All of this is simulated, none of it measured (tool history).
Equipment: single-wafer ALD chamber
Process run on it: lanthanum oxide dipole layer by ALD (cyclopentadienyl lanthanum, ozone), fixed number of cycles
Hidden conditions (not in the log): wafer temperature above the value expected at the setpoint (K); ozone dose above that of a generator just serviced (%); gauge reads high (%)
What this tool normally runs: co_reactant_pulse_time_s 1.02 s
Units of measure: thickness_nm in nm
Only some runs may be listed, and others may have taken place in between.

run   hour  co_reactant_pulse_time_s  wafers since the last listed run  hours since the last thermocouple change  hours since the last ozone generator service  hours since the showerhead was replaced  hours since the gauge calibration  read-back reference wafer on the same gauge, thickness_nm  thickness_nm
  1      0                      1.11                                 0                                    2005.3                                         304.1                                   3104.9                              548.8                                                      0.529         0.538
  2   64.8                      1.02                              1359                                    2070.1                                         368.9                                   3169.7                              613.6                                                       0.53         0.522
  3  110.6                      1.02                               960                                    2115.9                                         414.7                                   3215.5                              659.4                                                       0.53         0.522
  4  136.6                      1.02                               545                                    2141.9                                         440.7                                   3241.5                              685.4                                                       0.53         0.524
  5  192.8                      1.02                              1178                                    2198.1                                         496.9                                   3297.7                              741.6                                                       0.53         0.521
  6  236.5                      1.02                               916                                    2241.8                                         540.6                                   3341.4                              785.3                                                       0.53         0.523
  7  274.8                      1.02                               803                                    2280.1                                         578.9                                   3379.7                              823.6                                                       0.53          0.52
  8  342.6                      1.02                              1422                                    2347.9                                         646.7                                   3447.5                              891.4                                                       0.53         0.523
  9  389.6                      1.02                               985                                    2394.9                                         693.7                                   3494.5                              938.4                                                      0.531         0.522
 10  415.6                      1.02                               545                                    2420.9                                         719.7                                   3520.5                              964.4                                                       0.53         0.523
 11  461.7                      1.02                               967                                      2467                                         765.8                                   3566.6                             1010.5                                                       0.53         0.522
 12  517.6                      1.02                              1172                                    2522.9                                         821.7                                   3622.5                             1066.4                                                       0.53         0.526
 13  570.6                      1.02                              1111                                    2575.9                                         874.7                                   3675.5                             1119.4                                                       0.53         0.523
     595.2  -- gauge calibrated
 14  624.6                      0.84                              1132                                    2629.9                                         928.7                                   3729.5                               29.4                                                       0.53         0.491
     790.9  -- showerhead replaced
 15  811.2                       1.4                              3746                                    2816.5                                        1115.3                                     20.3                                216                                                       0.53         0.563
 16  874.7                      1.02                              1332                                      2880                                        1178.8                                     83.8                              279.5                                                       0.53         0.521

What does the tool deliver on the next run?
     922.7  -- ozone generator serviced
 17  942.2                      0.77                              1248                                    2947.5                                          19.5                                    151.3                                347                                                          ?             ?

{"run 17": {"read-back reference wafer on the same gauge, thickness_nm": 0.53, "thickness_nm": 0.471}}
Without the tool's hidden state the same run would have given thickness_nm 0.471 nm.
